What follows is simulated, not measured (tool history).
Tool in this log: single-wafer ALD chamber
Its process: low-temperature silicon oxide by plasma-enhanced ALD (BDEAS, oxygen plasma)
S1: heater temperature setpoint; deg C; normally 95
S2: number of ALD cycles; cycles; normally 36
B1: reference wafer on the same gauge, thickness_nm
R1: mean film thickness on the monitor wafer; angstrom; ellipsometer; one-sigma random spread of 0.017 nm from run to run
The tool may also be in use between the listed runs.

{"run": 1, "hour": 0.0, "S1": 106, "S2": 36, "B1": 4.809, "R1": 47.83}
{"run": 2, "hour": 28.2, "S1": 106, "S2": 36, "B1": 4.819, "R1": 48.15}
{"run": 3, "hour": 50.0, "S1": 106, "S2": 36, "B1": 4.815, "R1": 47.62}
{"run": 4, "hour": 81.9, "S1": 95, "S2": 36, "B1": 4.817, "R1": 49.8}
{"run": 5, "hour": 112.2, "S1": 95, "S2": 36, "B1": 4.819, "R1": 49.52}
{"run": 6, "hour": 144.3, "S1": 95, "S2": 32, "B1": 4.815, "R1": 43.76}
{"run": 7, "hour": 156.3, "S1": 95, "S2": 32, "B1": 4.828, "R1": 43.88}
{"run": 8, "hour": 181.8, "S1": 95, "S2": 32, "B1": 4.822, "R1": 44.24}
{"run": 9, "hour": 202.5, "S1": 95, "S2": 36, "B1": 4.817, "R1": 49.43}
{"run": 10, "hour": 215.5, "S1": 95, "S2": 36, "B1": 4.82, "R1": 49.53}
{"run": 11, "hour": 244.4, "S1": 95, "S2": 36, "B1": 4.822, "R1": 49.71}
{"run": 12, "hour": 260.7, "S1": 95, "S2": 36, "B1": 4.82, "R1": 49.64}
{"run": 13, "hour": 293.0, "S1": 95, "S2": 36, "B1": 4.818, "R1": 49.81}
{"run": 14, "hour": 305.8, "S1": 87, "S2": 36, "B1": 4.821, "R1": 51.02}
{"run": 15, "hour": 318.0, "S1": 87, "S2": 36, "B1": 4.819, "R1": 50.86}
{"run": 16, "hour": 342.5, "S1": 87, "S2": 36, "B1": 4.828, "R1": 51.1}
{"hour": 360.1, "done": "gauge calibrated"}
{"run": 17, "hour": 376.2, "S1": 95, "S2": 36, "B1": 4.818, "R1": 49.64}
{"run": 18, "hour": 400.9, "S1": 95, "S2": 36, "B1": 4.819, "R1": 49.54}
{"run": 19, "hour": 422.5, "S1": 95, "S2": 36, "B1": 4.814, "R1": 49.84}
{"run": 20, "hour": 449.9, "S1": 95, "S2": 36, "B1": 4.824, "R1": 49.71}
{"run": 21, "hour": 469.7, "S1": 95, "S2": 36, "B1": 4.82, "R1": 49.85}
{"run": 22, "hour": 495.5, "S1": 91, "S2": 39, "B1": 4.822, "R1": 54.38}
{"run": 23, "hour": 514.5, "S1": 95, "S2": 39, "B1": 4.825, "R1": 54.2}
{"run": 24, "hour": 549.0, "S1": 106, "S2": 36, "B1": 4.823, "R1": 47.9}
{"run": 25, "hour": 569.2, "S1": 91, "S2": 39, "B1": 4.822, "R1": 54.66}
{"run": 26, "hour": 605.0, "S1": 104, "S2": 42, "B1": 4.822, "R1": 56.64}
{"run": 27, "hour": 650.6, "S1": 95, "S2": 31, "B1": 4.824, "R1": 42.7}
{"run": 28, "hour": 672.1, "S1": 95, "S2": 36, "B1": 4.829, "R1": 49.66}
{"run": 29, "hour": 689.5, "S1": 95, "S2": 36, "B1": 4.82, "R1": 49.98}
{"run": 30, "hour": 721.2, "S1": 84, "S2": 36, "B1": 4.821, "R1": 51.58}
{"run": 31, "hour": 734.3, "S1": 91, "S2": 41, "B1": 4.82, "R1": 57.44}
{"run": 32, "hour": 748.5, "S1": 95, "S2": 36, "B1": 4.831, "R1": 49.76}
{"run": 33, "hour": 761.1, "S1": 87, "S2": 30, "B1": 4.825, "R1": 42.55}
{"run": 34, "hour": 784.4, "S1": 95, "S2": 36, "B1": 4.82, "R1": 50.28}
{"hour": 826.3, "done": "thermocouple changed; heater temperature recalibrated"}
{"run": 35, "hour": 826.8, "S1": 95, "S2": 36, "B1": 4.825, "R1": 48.9}
{"run": 36, "hour": 844.5, "S1": 95, "S2": 29, "B1": 4.825, "R1": 39.62}
{"run": 37, "hour": 860.2, "S1": 95, "S2": 36, "B1": 4.827, "R1": 49.03}
{"run": 38, "hour": 889.7, "S1": 95, "S2": 36, "B1": 4.814, "R1": 49.09}
{"run": 39, "hour": 905.0, "S1": 90, "S2": 36, "B1": 4.823, "R1": 49.99}
{"run": 40, "hour": 937.2, "S1": 95, "S2": 36, "B1": 4.821, "R1": 49.17}
{"run": 41, "hour": 972.3, "S1": 103, "S2": 36, "B1": 4.815, "R1": 47.99}
{"run": 42, "hour": 995.6, "S1": 91, "S2": 34, "B1": 4.817, "R1": 47.19}
{"run": 43, "hour": 1007.8, "S1": 99, "S2": 41, "B1": 4.814, "R1": 55.39}
{"run": 44, "hour": 1024.1, "S1": 84, "S2": 41, "B1": 4.814, "R1": 58.33}
{"run": 45, "hour": 1057.7, "S1": 81, "S2": 40, "B1": 4.821, "R1": 57.22}
{"run": 46, "hour": 1078.9, "S1": 95, "S2": 33, "B1": 4.818, "R1": 45.25}

How would selected steps in R1 from run to run divide? Give the signed amount a tool lacking its hidden state would still show from settings, what came in and random variation, and the signed amount left for the hidden state, including any gauge scatter that is not in both of the compared results.
The tool's hidden condition here consists of: wafer temperature above the value expected at the setpoint (K); gauge reads high (%).
Run 23 -> 24: S1 95 -> 106, S2 39 -> 36. R1 -6.3 angstrom: hidden state -0.49, all else -5.81.
Run 24 -> 25: S1 106 -> 91, S2 36 -> 39. R1 +6.76 angstrom: hidden state +0.51, all else +6.25.
Run 26 -> 27: S1 104 -> 95, S2 42 -> 31. R1 -13.94 angstrom: hidden state +0.03, all else -13.97.
Run 34 -> 35: thermocouple changed; heater temperature recalibrated. R1 -1.38 angstrom: hidden state -0.88, all else -0.5.
Run 36 -> 37: S2 29 -> 36. R1 +9.41 angstrom: hidden state +0.08, all else +9.33.
Run 45 -> 46: S1 81 -> 95, S2 40 -> 33. R1 -11.97 angstrom: hidden state -0.08, all else -11.89.

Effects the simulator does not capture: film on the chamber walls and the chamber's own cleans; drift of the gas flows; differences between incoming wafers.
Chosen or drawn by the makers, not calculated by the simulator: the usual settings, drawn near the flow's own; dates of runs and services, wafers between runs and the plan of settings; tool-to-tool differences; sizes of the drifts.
